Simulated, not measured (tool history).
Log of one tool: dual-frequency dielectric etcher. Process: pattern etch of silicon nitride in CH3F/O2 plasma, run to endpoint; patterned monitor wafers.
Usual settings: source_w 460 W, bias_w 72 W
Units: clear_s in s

| run | hour | source_w | bias_w | incoming incoming film thickness, nm | clear_s |
|---|---|---|---|---|---|
| 1 | 0 | 460 | 72 | 84.6 | 100.6 |
| 2 | 71.1 | 460 | 72 | 84.7 | 100 |
| 3 | 129.7 | 460 | 72 | 83.6 | 98.7 |
| 4 | 230.8 | 400 | 84 | 84.4 | 96.2 |
|  | 259.6 | wet clean of the chamber |
| 5 | 326 | 460 | 72 | 84.8 | 102.7 |
| 6 | 427 | 400 | 72 | 84.7 | 102.6 |
| 7 | 520.2 | 400 | 72 | 84.9 | 100.9 |
| 8 | 603.1 | 460 | 72 | 84.9 | 99.3 |
|  | 624.8 | bias power generator calibrated |
|  | 640.6 | source power generator calibrated |
|  | 653.2 | wet clean of the chamber |
| 9 | 706 | 560 | 62 | 84.2 | 99.5 |
| 10 | 769 | 350 | 81 | 85.2 | 103.8 |
| 11 | 845.5 | 420 | 88 | 85.2 | 96.8 |
| 12 | 944.2 | 460 | 72 | 84.7 | 97.9 |
| 13 | 1000.6 | 460 | 72 | 83.9 | 97.2 |
|  | 1026.6 | wet clean of the chamber |
| 14 | 1065.9 | 460 | 80 | 84.9 | 99.8 |
|  | 1116.7 | upper electrode replaced |
| 15 | 1171.4 | 460 | 72 | 85.5 | 100.8 |
|  | 1431.5 | wet clean of the chamber |
| 16 | 1446.5 | 410 | 60 | 83.8 | 108 |

3 ways to go on from here, each from the tool as it stands after run 16. What would each give?
| A | 1447 | 350 | 72 | 84 | ? |
| B | 1447 | 460 | 77 | 84 | ? |
| C | 1447 | 460 | 63 | 84 | ? |

| run | clear_s |
|---|---|
| A | 107.2 |
| B | 99.1 |
| C | 104.9 |
Without the tool's hidden state the same runs would have given:
| run | clear_s |
|---|---|
| A | 107.7 |
| B | 99.7 |
| C | 105.5 |
